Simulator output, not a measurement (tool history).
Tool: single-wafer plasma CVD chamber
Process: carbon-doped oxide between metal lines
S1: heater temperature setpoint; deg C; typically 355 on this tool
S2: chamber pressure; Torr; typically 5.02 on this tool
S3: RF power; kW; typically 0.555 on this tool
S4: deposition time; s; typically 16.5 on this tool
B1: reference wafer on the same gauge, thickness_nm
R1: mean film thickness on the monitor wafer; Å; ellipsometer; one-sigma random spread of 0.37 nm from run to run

Run 1, hour 0: usual settings; B1 94.846. Result: R1 820.06 Å.
Run 2, hour 32.6: usual settings but S3 0.495 kW; B1 94.796. Result: R1 765.18 Å.
Run 3, hour 100.1: usual settings but S3 0.495 kW; B1 94.574. Result: R1 762.39 Å.
Run 4, hour 205.9: usual settings; B1 94.616. Result: R1 808.58 Å.
Run 5, hour 251.5: usual settings but S1 364 deg C; B1 94.63. Result: R1 797.05 Å.
Run 6, hour 288.5: usual settings but S1 364 deg C; B1 94.473. Result: R1 780.73 Å.
Run 7, hour 344.2: usual settings; B1 94.622. Result: R1 815.66 Å.
Run 8, hour 368.6: usual settings; B1 94.715. Result: R1 806.63 Å.
At hour 381.7: thermocouple changed; heater temperature recalibrated.
Run 9, hour 431.9: usual settings but S2 5.86 Torr; B1 94.636. Result: R1 817.22 Å.
Run 10, hour 496.4: usual settings but S2 5.86 Torr; B1 94.538. Result: R1 827.71 Å.
Run 11, hour 540.3: usual settings but S2 5.86 Torr; B1 94.609. Result: R1 824.65 Å.
Run 12, hour 601.6: usual settings; B1 94.95. Result: R1 800.17 Å.
At hour 634.2: showerhead replaced.
Run 13, hour 634.7: usual settings; B1 94.6. Result: R1 792.7 Å.
Run 14, hour 693.5: usual settings but S1 347 deg C, S2 5.46 Torr, S3 0.48 kW, S4 14.4 s; B1 94.788. Result: R1 674.38 Å.
Run 15, hour 735.9: usual settings but S1 368 deg C, S2 5.58 Torr, S3 0.47 kW, S4 18.9 s; B1 94.772. Result: R1 816.97 Å.
Run 16, hour 762.4: usual settings but S2 5.79 Torr, S3 0.64 kW, S4 15.5 s; B1 94.812. Result: R1 818.58 Å.
Run 17, hour 802.8: usual settings but S1 346 deg C, S3 0.475 kW, S4 17.4 s; B1 94.68. Result: R1 789.12 Å.
Run 18, hour 859.8: usual settings but S3 0.495 kW; B1 94.583. Result: R1 744.5 Å.
At hour 901: RF generator calibrated.
Run 19, hour 904.8: usual settings but S2 4.53 Torr; B1 94.637. Result: R1 806.51 Å.
Run 20, hour 947.5: usual settings but S1 361 deg C, S2 5.78 Torr, S3 0.605 kW, S4 18.4 s; B1 94.577. Result: R1 957 Å.
Run 21, hour 1011: usual settings; B1 94.685. Result: R1 823.46 Å.
At hour 1034.9: gauge calibrated.
Run 22, hour 1056.4: usual settings but S1 359 deg C, S2 4.39 Torr, S4 13.4 s; B1 94.866. Result: R1 653.86 Å.
Run 23, hour 1097.5: usual settings but S1 365 deg C, S2 5.4 Torr; B1 94.793. Result: R1 801.47 Å.
At hour 1118.4: capacitance manometer re-zeroed and calibrated.
Run 24, hour 1154.6: usual settings but S2 5.37 Torr, S3 0.62 kW, S4 19.4 s; B1 94.639. Result: R1 1027.53 Å.
Run 25, hour 1337.8: usual settings but S1 350 deg C; B1 94.685. Result: R1 832.27 Å.
Run 26, hour 1406.3: usual settings but S1 362 deg C, S4 15.6 s; B1 94.641. Result: R1 757.32 Å.
Run 27, hour 1446.1: usual settings but S3 0.485 kW; B1 94.745. Result: R1 762.11 Å.

5 ways to go on from here, each from the tool as it stands after run 27. What would each give?
Run A, hour 1446.5: usual settings; B1 ?. Result: R1 ?.
Run B, hour 1446.5: usual settings but S1 350 deg C, S4 13.6 s; B1 ?. Result: R1 ?.
Run C, hour 1446.5: usual settings but S1 360 deg C, S3 0.64 kW, S4 14.8 s; B1 ?. Result: R1 ?.
Run D, hour 1446.5: usual settings but S1 351 deg C, S2 4.42 Torr, S3 0.455 kW, S4 15.1 s; B1 ?. Result: R1 ?.
Run E, hour 1446.5: usual settings but S1 367 deg C, S2 5.59 Torr, S3 0.52 kW; B1 ?. Result: R1 ?.

run      B1      R1
  A  94.831  812.21
  B  94.831  682.26
  C  94.831  772.96
  D  94.831  666.75
  E  94.831  771.54
With the hidden condition removed and each run's random variation left untouched, the same runs would have given:
run      R1
  A  819.36
  B  688.26
  C   779.7
  D  672.84
  E  778.45

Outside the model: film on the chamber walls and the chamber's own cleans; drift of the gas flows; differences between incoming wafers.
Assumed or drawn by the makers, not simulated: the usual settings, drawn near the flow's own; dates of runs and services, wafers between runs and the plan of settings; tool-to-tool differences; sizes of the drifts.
